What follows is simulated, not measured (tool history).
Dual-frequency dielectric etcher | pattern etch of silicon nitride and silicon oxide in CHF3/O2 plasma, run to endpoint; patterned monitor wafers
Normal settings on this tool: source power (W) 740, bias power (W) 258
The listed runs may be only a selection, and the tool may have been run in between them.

| run | day | source power (W) | bias power (W) | incoming incoming film thickness, nm | endpoint time (s) |
|---|---|---|---|---|---|
| 1 | 0 | 800 | 258 | 249.4 | 137.9 |
| 2 | 0.442 | 800 | 258 | 246 | 135.7 |
| 3 | 1.012 | 800 | 258 | 248.4 | 137.9 |
| 4 | 1.492 | 740 | 258 | 249.5 | 139.4 |
| 5 | 2.021 | 650 | 258 | 249.5 | 149.7 |
| 6 | 2.367 | 650 | 258 | 251.6 | 149.9 |
| 7 | 3.017 | 650 | 258 | 250 | 148.3 |
| 8 | 4.683 | 740 | 258 | 249.8 | 140.8 |
| 9 | 5.008 | 740 | 258 | 247.4 | 138.2 |
|  | 6.267 | wet clean of the chamber |
| 10 | 6.288 | 740 | 258 | 250.4 | 148.9 |
| 11 | 6.312 | 740 | 258 | 251.9 | 151.1 |
|  | 8.242 | source power generator calibrated |
| 12 | 8.262 | 740 | 292 | 248 | 137.5 |
| 13 | 8.9 | 740 | 292 | 250.6 | 141.4 |
| 14 | 9.329 | 740 | 292 | 247.8 | 139.9 |
|  | 10.162 | bias power generator calibrated |
|  | 10.742 | upper electrode replaced |
| 15 | 10.762 | 740 | 276 | 249.1 | 142.9 |
| 16 | 10.775 | 740 | 258 | 247.3 | 147.1 |
| 17 | 11.15 | 860 | 209 | 249.5 | 156 |
| 18 | 11.612 | 660 | 219 | 252.2 | 169.5 |

Run 19 has not been measured yet. What should we expect?
| 19 | 11.938 | 800 | 315 | 250 | ? |

endpoint time (s): 129.1
Take away the tool's hidden state, keep the run-to-run variation as it was, and the same run would have given endpoint time (s) 130.6.
